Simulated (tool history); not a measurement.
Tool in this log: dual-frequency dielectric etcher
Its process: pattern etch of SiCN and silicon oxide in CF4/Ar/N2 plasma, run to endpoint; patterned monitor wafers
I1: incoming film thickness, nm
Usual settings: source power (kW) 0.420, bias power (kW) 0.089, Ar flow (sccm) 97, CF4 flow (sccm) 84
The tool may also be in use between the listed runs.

Run 1, hour 0.0: usual settings; I1 14.23. Result: endpoint time (s) 16.6.
Run 2, hour 22.8: usual settings; I1 14.27. Result: endpoint time (s) 16.6.
At hour 46.4: Ar flow controller replaced.
At hour 69.9: upper electrode replaced, of another model than before.
Run 3, hour 70.4: usual settings but bias power (kW) 0.078, CF4 flow (sccm) 100; I1 14.34. Result: endpoint time (s) 17.6.
Run 4, hour 70.8: usual settings but bias power (kW) 0.109, Ar flow (sccm) 86; I1 14.25. Result: endpoint time (s) 14.6.
Run 5, hour 87.5: usual settings but bias power (kW) 0.081, Ar flow (sccm) 85; I1 14.23. Result: endpoint time (s) 17.5.
At hour 106.2: CF4 flow controller replaced.
Run 6, hour 119.4: usual settings but source power (kW) 0.360, Ar flow (sccm) 73, CF4 flow (sccm) 65; I1 14.32. Result: endpoint time (s) 19.1.
Run 7, hour 145.7: usual settings; I1 14.20. Result: endpoint time (s) 16.5.
Run 8, hour 167.3: usual settings but source power (kW) 0.460, bias power (kW) 0.079, Ar flow (sccm) 79, CF4 flow (sccm) 91; I1 14.24. Result: endpoint time (s) 15.6.
At hour 217.0: wet clean of the chamber.
Run 9, hour 217.5: usual settings but bias power (kW) 0.076; I1 14.30. Result: endpoint time (s) 18.8.
Run 10, hour 225.3: usual settings but CF4 flow (sccm) 90; I1 14.29. Result: endpoint time (s) 17.2.
Run 11, hour 249.2: usual settings; I1 14.15. Result: endpoint time (s) 17.0.
At hour 264.3: source power generator calibrated.
Run 12, hour 280.5: usual settings but source power (kW) 0.330, Ar flow (sccm) 87, CF4 flow (sccm) 94; I1 14.25. Result: endpoint time (s) 21.4.
Run 13, hour 306.2: usual settings but bias power (kW) 0.079; I1 14.20. Result: endpoint time (s) 18.1.
At hour 335.0: bias power generator calibrated.
Run 14, hour 335.5: usual settings but source power (kW) 0.380; I1 14.26. Result: endpoint time (s) 19.0.
Run 15, hour 353.1: usual settings but source power (kW) 0.370, bias power (kW) 0.082, Ar flow (sccm) 87, CF4 flow (sccm) 90; I1 14.38. Result: endpoint time (s) 20.3.
Run 16, hour 386.2: usual settings but source power (kW) 0.390; I1 14.32. Result: endpoint time (s) 18.6.
Run 17, hour 409.8: usual settings; I1 14.29. Result: endpoint time (s) 17.1.
Run 18, hour 436.2: usual settings but source power (kW) 0.370, Ar flow (sccm) 81; I1 14.15. Result: endpoint time (s) 18.8.
Run 19, hour 470.0: usual settings but CF4 flow (sccm) 96; I1 14.25. Result: endpoint time (s) 16.8.
Run 20, hour 505.1: usual settings but source power (kW) 0.510, bias power (kW) 0.069, CF4 flow (sccm) 65; I1 14.27. Result: endpoint time (s) 16.7.
Run 21, hour 591.9: usual settings; I1 14.40. Result: endpoint time (s) 17.2.
Run 22, hour 608.0: usual settings but source power (kW) 0.360, Ar flow (sccm) 87; I1 14.25. Result: endpoint time (s) 19.5.
Run 23, hour 630.4: usual settings but source power (kW) 0.370, bias power (kW) 0.081; I1 14.43. Result: endpoint time (s) 20.6.
Run 24, hour 654.2: usual settings; I1 14.20. Result: endpoint time (s) 16.6.

Alternative continuations, all from the tool just after run 24; predict every row:
Run A, hour 654.6: usual settings; I1 14.27. Result: endpoint time (s) ?.
Run B, hour 654.6: usual settings but Ar flow (sccm) 74; I1 14.27. Result: endpoint time (s) ?.
Run C, hour 654.6: usual settings but source power (kW) 0.380, Ar flow (sccm) 85, CF4 flow (sccm) 68; I1 14.27. Result: endpoint time (s) ?.
Run D, hour 654.6: usual settings but bias power (kW) 0.076, CF4 flow (sccm) 92; I1 14.27. Result: endpoint time (s) ?.

run  endpoint time (s)
  A               16.5
  B               16.0
  C               18.4
  D               17.9
Take away the tool's hidden state, keep each run's random variation, and the runs would have read:
run  endpoint time (s)
  A               17.0
  B               16.5
  C               18.8
  D               18.3
